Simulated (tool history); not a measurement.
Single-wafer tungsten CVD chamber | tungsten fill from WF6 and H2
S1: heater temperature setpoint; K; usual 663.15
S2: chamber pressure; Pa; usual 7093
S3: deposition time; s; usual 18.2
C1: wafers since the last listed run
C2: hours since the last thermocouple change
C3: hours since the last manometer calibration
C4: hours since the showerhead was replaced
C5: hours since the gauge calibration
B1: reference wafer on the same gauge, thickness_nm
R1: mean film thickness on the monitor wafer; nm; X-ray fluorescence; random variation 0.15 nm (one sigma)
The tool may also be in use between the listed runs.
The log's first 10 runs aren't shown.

{"run": 11, "hour": 164.8, "S1": 663.15, "S2": 5826, "S3": 18.2, "C1": 384, "C2": 1319.6, "C3": 2230.1, "C4": 16.9, "C5": 423.9, "B1": 64.079, "R1": 52.318}
{"run": 12, "hour": 177.6, "S1": 663.15, "S2": 5826, "S3": 18.2, "C1": 397, "C2": 1332.4, "C3": 2242.9, "C4": 29.7, "C5": 436.7, "B1": 64.123, "R1": 52.103}
{"run": 13, "hour": 190.9, "S1": 663.15, "S2": 5826, "S3": 18.2, "C1": 412, "C2": 1345.7, "C3": 2256.2, "C4": 43.0, "C5": 450.0, "B1": 64.114, "R1": 52.683}
{"run": 14, "hour": 205.1, "S1": 663.15, "S2": 7093, "S3": 18.2, "C1": 440, "C2": 1359.9, "C3": 2270.4, "C4": 57.2, "C5": 464.2, "B1": 64.125, "R1": 57.083}
{"run": 15, "hour": 220.2, "S1": 663.15, "S2": 7093, "S3": 18.2, "C1": 468, "C2": 1375.0, "C3": 2285.5, "C4": 72.3, "C5": 479.3, "B1": 64.109, "R1": 56.971}
{"run": 16, "hour": 228.0, "S1": 663.15, "S2": 6239, "S3": 16.4, "C1": 241, "C2": 1382.8, "C3": 2293.3, "C4": 80.1, "C5": 487.1, "B1": 64.099, "R1": 48.766}
{"hour": 241.9, "done": "thermocouple changed; heater temperature recalibrated"}
{"run": 17, "hour": 243.8, "S1": 663.15, "S2": 6239, "S3": 16.4, "C1": 241, "C2": 1.9, "C3": 2309.1, "C4": 95.9, "C5": 502.9, "B1": 64.101, "R1": 48.554}
{"hour": 257.2, "done": "gauge calibrated"}
{"run": 18, "hour": 262.4, "S1": 651.15, "S2": 7999, "S3": 15.5, "C1": 577, "C2": 20.5, "C3": 2327.7, "C4": 114.5, "C5": 5.2, "B1": 64.133, "R1": 41.399}
{"run": 19, "hour": 273.1, "S1": 663.15, "S2": 6213, "S3": 18.2, "C1": 331, "C2": 31.2, "C3": 2338.4, "C4": 125.2, "C5": 15.9, "B1": 64.094, "R1": 53.842}
{"hour": 282.9, "done": "capacitance manometer re-zeroed and calibrated"}
{"run": 20, "hour": 286.7, "S1": 663.15, "S2": 6133, "S3": 18.2, "C1": 173, "C2": 44.8, "C3": 3.8, "C4": 138.8, "C5": 29.5, "B1": 64.074, "R1": 53.497}
{"run": 21, "hour": 296.3, "S1": 663.15, "S2": 7093, "S3": 18.2, "C1": 297, "C2": 54.4, "C3": 13.4, "C4": 148.4, "C5": 39.1, "B1": 64.081, "R1": 57.04}
{"run": 22, "hour": 317.7, "S1": 663.15, "S2": 7093, "S3": 16.0, "C1": 663, "C2": 75.8, "C3": 34.8, "C4": 169.8, "C5": 60.5, "B1": 64.086, "R1": 50.139}
{"run": 23, "hour": 333.7, "S1": 663.15, "S2": 7093, "S3": 15.6, "C1": 496, "C2": 91.8, "C3": 50.8, "C4": 185.8, "C5": 76.5, "B1": 64.091, "R1": 49.073}
{"run": 24, "hour": 346.3, "S1": 663.15, "S2": 7093, "S3": 16.4, "C1": 390, "C2": 104.4, "C3": 63.4, "C4": 198.4, "C5": 89.1, "B1": 64.053, "R1": 51.282}
{"run": 25, "hour": 362.4, "S1": 663.15, "S2": 7093, "S3": 18.2, "C1": 499, "C2": 120.5, "C3": 79.5, "C4": 214.5, "C5": 105.2, "B1": 64.101, "R1": 57.378}
{"run": 26, "hour": 377.2, "S1": 652.15, "S2": 7999, "S3": 15.8, "C1": 459, "C2": 135.3, "C3": 94.3, "C4": 229.3, "C5": 120.0, "B1": 64.06, "R1": 42.957}
{"run": 27, "hour": 387.0, "S1": 663.15, "S2": 7093, "S3": 18.2, "C1": 304, "C2": 145.1, "C3": 104.1, "C4": 239.1, "C5": 129.8, "B1": 64.104, "R1": 57.208}
{"run": 28, "hour": 400.9, "S1": 663.15, "S2": 7093, "S3": 16.4, "C1": 431, "C2": 159.0, "C3": 118.0, "C4": 253.0, "C5": 143.7, "B1": 64.093, "R1": 51.358}
{"run": 29, "hour": 410.0, "S1": 663.15, "S2": 7093, "S3": 18.2, "C1": 282, "C2": 168.1, "C3": 127.1, "C4": 262.1, "C5": 152.8, "B1": 64.073, "R1": 56.804}
{"run": 30, "hour": 425.1, "S1": 654.15, "S2": 7546, "S3": 19.9, "C1": 468, "C2": 183.2, "C3": 142.2, "C4": 277.2, "C5": 167.9, "B1": 64.095, "R1": 55.11}
{"run": 31, "hour": 432.3, "S1": 677.15, "S2": 7706, "S3": 18.2, "C1": 223, "C2": 190.4, "C3": 149.4, "C4": 284.4, "C5": 175.1, "B1": 64.141, "R1": 74.697}
{"run": 32, "hour": 442.0, "S1": 663.15, "S2": 5626, "S3": 19.6, "C1": 300, "C2": 200.1, "C3": 159.1, "C4": 294.1, "C5": 184.8, "B1": 64.065, "R1": 55.394}
{"run": 33, "hour": 455.4, "S1": 663.15, "S2": 7093, "S3": 18.2, "C1": 415, "C2": 213.5, "C3": 172.5, "C4": 307.5, "C5": 198.2, "B1": 64.109, "R1": 57.015}
{"run": 34, "hour": 467.5, "S1": 670.15, "S2": 7093, "S3": 16.8, "C1": 375, "C2": 225.6, "C3": 184.6, "C4": 319.6, "C5": 210.3, "B1": 64.085, "R1": 58.981}

3 ways to go on from here, each from the tool as it stands after run 34. What would each give?
{"run": "A", "hour": 467.9, "S1": 663.15, "S2": 7093, "S3": 18.2, "C1": 12, "C2": 226.0, "C3": 185.0, "C4": 320.0, "C5": 210.7, "B1": "?", "R1": "?"}
{"run": "B", "hour": 467.9, "S1": 663.15, "S2": 5999, "S3": 18.2, "C1": 12, "C2": 226.0, "C3": 185.0, "C4": 320.0, "C5": 210.7, "B1": "?", "R1": "?"}
{"run": "C", "hour": 467.9, "S1": 671.15, "S2": 7093, "S3": 18.2, "C1": 12, "C2": 226.0, "C3": 185.0, "C4": 320.0, "C5": 210.7, "B1": "?", "R1": "?"}

run=A B1=64.116 R1=57.085
run=B B1=64.116 R1=53.055
run=C B1=64.116 R1=65.208
Without the tool's hidden state the same runs would have given:
run=A R1=57.085
run=B R1=53.055
run=C R1=65.208

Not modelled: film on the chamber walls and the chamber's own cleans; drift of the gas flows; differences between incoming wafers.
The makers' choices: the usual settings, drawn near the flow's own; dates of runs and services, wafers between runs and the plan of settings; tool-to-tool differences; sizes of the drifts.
